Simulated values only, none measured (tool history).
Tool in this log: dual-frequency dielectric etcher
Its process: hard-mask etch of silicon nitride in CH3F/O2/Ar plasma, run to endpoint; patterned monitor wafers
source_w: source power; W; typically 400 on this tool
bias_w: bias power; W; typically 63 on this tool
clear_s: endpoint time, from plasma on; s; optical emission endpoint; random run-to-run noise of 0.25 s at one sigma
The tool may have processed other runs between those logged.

run	day	source_w	bias_w	wafers since the last listed run	hours since the last wet clean	hours since the last source power generator calibration	hours since the last bias power generator calibration	hours since the last upper electrode change	incoming incoming film thickness, nm	clear_s
1	0.000	400	63	0	386.5	4966.1	932.7	2985.7	46.93	71.7
2	1.121	400	63	315	413.4	4993.0	959.6	3012.6	47.18	72.2
3	2.100	400	55	275	436.9	5016.5	983.1	3036.1	47.22	75.4
4	3.492	400	55	391	470.3	5049.9	1016.5	3069.5	47.07	75.4
# day 4.979: wet clean of the chamber
5	5.000	400	63	143	0.5	5086.1	1052.7	3105.7	47.13	71.8
6	6.779	470	63	500	43.2	5128.8	1095.4	3148.4	47.19	67.1
7	8.275	470	63	421	79.1	5164.7	1131.3	3184.3	47.36	67.8
8	9.242	400	56	272	102.3	5187.9	1154.5	3207.5	47.38	75.6
9	10.554	400	56	369	133.8	5219.4	1186.0	3239.0	47.37	75.5
10	11.508	400	71	268	156.7	5242.3	1208.9	3261.9	46.99	68.8
11	12.262	460	63	212	174.8	5260.4	1227.0	3280.0	47.06	67.5
12	13.238	460	63	274	198.2	5283.8	1250.4	3303.4	47.27	68.2
13	14.538	400	63	365	229.4	5315.0	1281.6	3334.6	47.17	71.9
# day 15.067: source power generator calibrated
14	15.150	400	63	125	244.1	2.0	1296.3	3349.3	47.15	71.7
15	15.829	490	50	191	260.4	18.3	1312.6	3365.6	47.23	72.1
16	16.842	400	47	284	284.7	42.6	1336.9	3389.9	47.56	80.8
# day 17.521: bias power generator calibrated
17	18.238	400	63	345	318.2	76.1	17.2	3423.4	47.19	72.1
18	19.408	470	63	329	346.3	104.2	45.3	3451.5	47.32	67.4
19	20.458	400	63	295	371.5	129.4	70.5	3476.7	47.40	72.4
20	21.367	370	58	255	393.3	151.2	92.3	3498.5	47.01	76.8
21	22.325	460	53	269	416.3	174.2	115.3	3521.5	47.08	72.4
22	23.354	370	76	289	441.0	198.9	140.0	3546.2	47.40	69.2
23	24.117	400	68	214	459.3	217.2	158.3	3564.5	47.29	70.0
# day 25.300: wet clean of the chamber
24	25.446	340	56	92	3.5	249.1	190.2	3596.4	47.05	80.3
# day 27.154: upper electrode replaced
25	27.175	300	47	205	45.0	290.6	231.7	0.5	47.46	91.7
26	27.888	490	58	200	62.1	307.7	248.8	17.6	47.65	68.6
27	29.000	450	55	313	88.8	334.4	275.5	44.3	47.09	72.3
28	29.967	440	51	272	112.0	357.6	298.7	67.5	46.87	74.3
29	31.062	440	63	308	138.3	383.9	325.0	93.8	47.45	69.2
30	32.096	360	55	290	163.1	408.7	349.8	118.6	47.39	79.6
31	34.383	300	57	643	218.0	463.6	404.7	173.5	47.21	84.8
32	35.275	350	55	250	239.4	485.0	426.1	194.9	47.20	80.4
33	36.633	370	63	382	272.0	517.6	458.7	227.5	47.85	74.8
34	37.400	400	63	215	290.4	536.0	477.1	245.9	47.26	71.8
35	41.333	400	63	1107	384.8	630.4	571.5	340.3	47.72	72.8

Exercise: give the hidden state of the tool at every run:
etch rate over this chamber's usual, %: 0, the same for each run
source power that arrives over what is set, %: 0, the same for each run
bias power that arrives over what is set, %: 0, the same for each run
